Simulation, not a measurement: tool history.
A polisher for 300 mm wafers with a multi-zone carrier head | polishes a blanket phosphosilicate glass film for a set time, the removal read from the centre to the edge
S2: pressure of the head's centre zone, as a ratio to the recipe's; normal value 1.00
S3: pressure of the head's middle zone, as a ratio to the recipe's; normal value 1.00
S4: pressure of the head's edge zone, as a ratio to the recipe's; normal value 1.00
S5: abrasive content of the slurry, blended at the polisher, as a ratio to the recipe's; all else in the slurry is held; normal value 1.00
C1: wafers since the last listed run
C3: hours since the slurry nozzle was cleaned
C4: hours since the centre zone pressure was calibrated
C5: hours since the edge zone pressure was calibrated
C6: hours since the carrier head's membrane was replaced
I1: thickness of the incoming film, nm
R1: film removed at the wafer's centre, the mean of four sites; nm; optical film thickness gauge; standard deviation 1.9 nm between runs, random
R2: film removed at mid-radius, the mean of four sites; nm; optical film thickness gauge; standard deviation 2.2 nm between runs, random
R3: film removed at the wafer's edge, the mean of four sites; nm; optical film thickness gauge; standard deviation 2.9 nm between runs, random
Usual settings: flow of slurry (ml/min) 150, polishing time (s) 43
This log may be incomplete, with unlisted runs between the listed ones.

{"run": 1, "hour": 0.0, "flow of slurry (ml/min)": 150, "S2": 1.06, "S3": 1.0, "S4": 1.0, "S5": 1.0, "polishing time (s)": 43, "C1": 0, "wafers polished on this pad": 2884, "C3": 330.8, "C4": 44.5, "C5": 1235.6, "C6": 2003.2, "I1": 4311.6, "R1": 315.3, "R2": 302.0, "R3": 311.1}
{"hour": 40.2, "done": "worn pad replaced by a new one"}
{"run": 2, "hour": 53.6, "flow of slurry (ml/min)": 150, "S2": 1.06, "S3": 1.0, "S4": 1.0, "S5": 1.0, "polishing time (s)": 43, "C1": 480, "wafers polished on this pad": 129, "C3": 384.4, "C4": 98.1, "C5": 1289.2, "C6": 2056.8, "I1": 4309.9, "R1": 316.0, "R2": 302.8, "R3": 308.3}
{"hour": 76.0, "done": "slurry nozzle cleaned, repeated, since the last time left the tool worse"}
{"run": 3, "hour": 81.8, "flow of slurry (ml/min)": 170, "S2": 1.08, "S3": 0.95, "S4": 1.0, "S5": 1.0, "polishing time (s)": 43, "C1": 263, "wafers polished on this pad": 393, "C3": 5.8, "C4": 126.3, "C5": 1317.4, "C6": 2085.0, "I1": 4325.3, "R1": 357.0, "R2": 312.2, "R3": 333.0}
{"run": 4, "hour": 109.1, "flow of slurry (ml/min)": 125, "S2": 1.0, "S3": 1.0, "S4": 1.07, "S5": 1.0, "polishing time (s)": 43, "C1": 264, "wafers polished on this pad": 657, "C3": 33.1, "C4": 153.6, "C5": 1344.7, "C6": 2112.3, "I1": 4386.4, "R1": 305.7, "R2": 312.8, "R3": 328.2}
{"run": 5, "hour": 151.2, "flow of slurry (ml/min)": 150, "S2": 1.0, "S3": 1.0, "S4": 1.0, "S5": 1.0, "polishing time (s)": 43, "C1": 407, "wafers polished on this pad": 1065, "C3": 75.2, "C4": 195.7, "C5": 1386.8, "C6": 2154.4, "I1": 4321.6, "R1": 323.1, "R2": 322.0, "R3": 323.2}
{"run": 6, "hour": 183.6, "flow of slurry (ml/min)": 150, "S2": 1.0, "S3": 1.0, "S4": 1.0, "S5": 1.0, "polishing time (s)": 43, "C1": 313, "wafers polished on this pad": 1378, "C3": 107.6, "C4": 228.1, "C5": 1419.2, "C6": 2186.8, "I1": 4286.5, "R1": 320.2, "R2": 322.2, "R3": 321.9}
{"run": 7, "hour": 219.3, "flow of slurry (ml/min)": 125, "S2": 1.0, "S3": 1.0, "S4": 1.0, "S5": 1.25, "polishing time (s)": 30, "C1": 345, "wafers polished on this pad": 1724, "C3": 143.3, "C4": 263.8, "C5": 1454.9, "C6": 2222.5, "I1": 4397.2, "R1": 231.3, "R2": 237.0, "R3": 240.0}
{"hour": 251.2, "done": "carrier head's membrane replaced by a new one"}
{"run": 8, "hour": 282.0, "flow of slurry (ml/min)": 150, "S2": 1.0, "S3": 1.0, "S4": 1.0, "S5": 1.0, "polishing time (s)": 43, "C1": 558, "wafers polished on this pad": 2283, "C3": 206.0, "C4": 326.5, "C5": 1517.6, "C6": 30.8, "I1": 4409.9, "R1": 317.0, "R2": 322.2, "R3": 324.4}
{"hour": 307.0, "done": "edge zone pressure recalibrated"}
{"run": 9, "hour": 326.3, "flow of slurry (ml/min)": 150, "S2": 1.07, "S3": 1.0, "S4": 1.0, "S5": 1.0, "polishing time (s)": 55, "C1": 409, "wafers polished on this pad": 2693, "C3": 250.3, "C4": 370.8, "C5": 19.3, "C6": 75.1, "I1": 4280.3, "R1": 433.8, "R2": 412.5, "R3": 417.8}
{"hour": 342.9, "done": "worn pad replaced by a new one"}
{"run": 10, "hour": 393.5, "flow of slurry (ml/min)": 185, "S2": 1.0, "S3": 1.0, "S4": 1.0, "S5": 1.3, "polishing time (s)": 43, "C1": 612, "wafers polished on this pad": 489, "C3": 317.5, "C4": 438.0, "C5": 86.5, "C6": 142.3, "I1": 4300.6, "R1": 364.7, "R2": 370.0, "R3": 365.7}
{"run": 11, "hour": 440.8, "flow of slurry (ml/min)": 180, "S2": 1.0, "S3": 1.07, "S4": 0.89, "S5": 1.0, "polishing time (s)": 43, "C1": 458, "wafers polished on this pad": 947, "C3": 364.8, "C4": 485.3, "C5": 133.8, "C6": 189.6, "I1": 4322.9, "R1": 330.5, "R2": 345.1, "R3": 311.1}
{"run": 12, "hour": 506.7, "flow of slurry (ml/min)": 150, "S2": 1.0, "S3": 1.0, "S4": 1.0, "S5": 0.8, "polishing time (s)": 43, "C1": 638, "wafers polished on this pad": 1586, "C3": 430.7, "C4": 551.2, "C5": 199.7, "C6": 255.5, "I1": 4227.9, "R1": 285.0, "R2": 287.8, "R3": 289.8}
{"run": 13, "hour": 542.0, "flow of slurry (ml/min)": 150, "S2": 1.0, "S3": 1.0, "S4": 1.0, "S5": 1.0, "polishing time (s)": 43, "C1": 341, "wafers polished on this pad": 1927, "C3": 466.0, "C4": 586.5, "C5": 235.0, "C6": 290.8, "I1": 4334.9, "R1": 315.3, "R2": 321.9, "R3": 317.8}
{"run": 14, "hour": 584.5, "flow of slurry (ml/min)": 150, "S2": 1.0, "S3": 1.0, "S4": 1.0, "S5": 1.0, "polishing time (s)": 43, "C1": 411, "wafers polished on this pad": 2339, "C3": 508.5, "C4": 629.0, "C5": 277.5, "C6": 333.3, "I1": 4294.1, "R1": 316.2, "R2": 314.7, "R3": 318.8}
{"run": 15, "hour": 623.4, "flow of slurry (ml/min)": 150, "S2": 1.11, "S3": 1.0, "S4": 1.0, "S5": 0.85, "polishing time (s)": 43, "C1": 376, "wafers polished on this pad": 2716, "C3": 547.4, "C4": 667.9, "C5": 316.4, "C6": 372.2, "I1": 4272.3, "R1": 322.8, "R2": 293.8, "R3": 296.8}

Run 16 has not been measured yet. What should we expect?
{"hour": 650.0, "done": "worn pad replaced by a new one"}
{"run": 16, "hour": 663.9, "flow of slurry (ml/min)": 195, "S2": 1.04, "S3": 1.0, "S4": 1.0, "S5": 1.0, "polishing time (s)": 43, "C1": 353, "wafers polished on this pad": 134, "C3": 587.9, "C4": 708.4, "C5": 356.9, "C6": 412.7, "I1": 4244.4, "R1": "?", "R2": "?", "R3": "?"}

{"run 16": {"R1": 344.8, "R2": 328.7, "R3": 331.5}}
Without the tool's hidden state the same run would have given R1 350.3 nm, R2 333.3 nm, R3 335.0 nm.
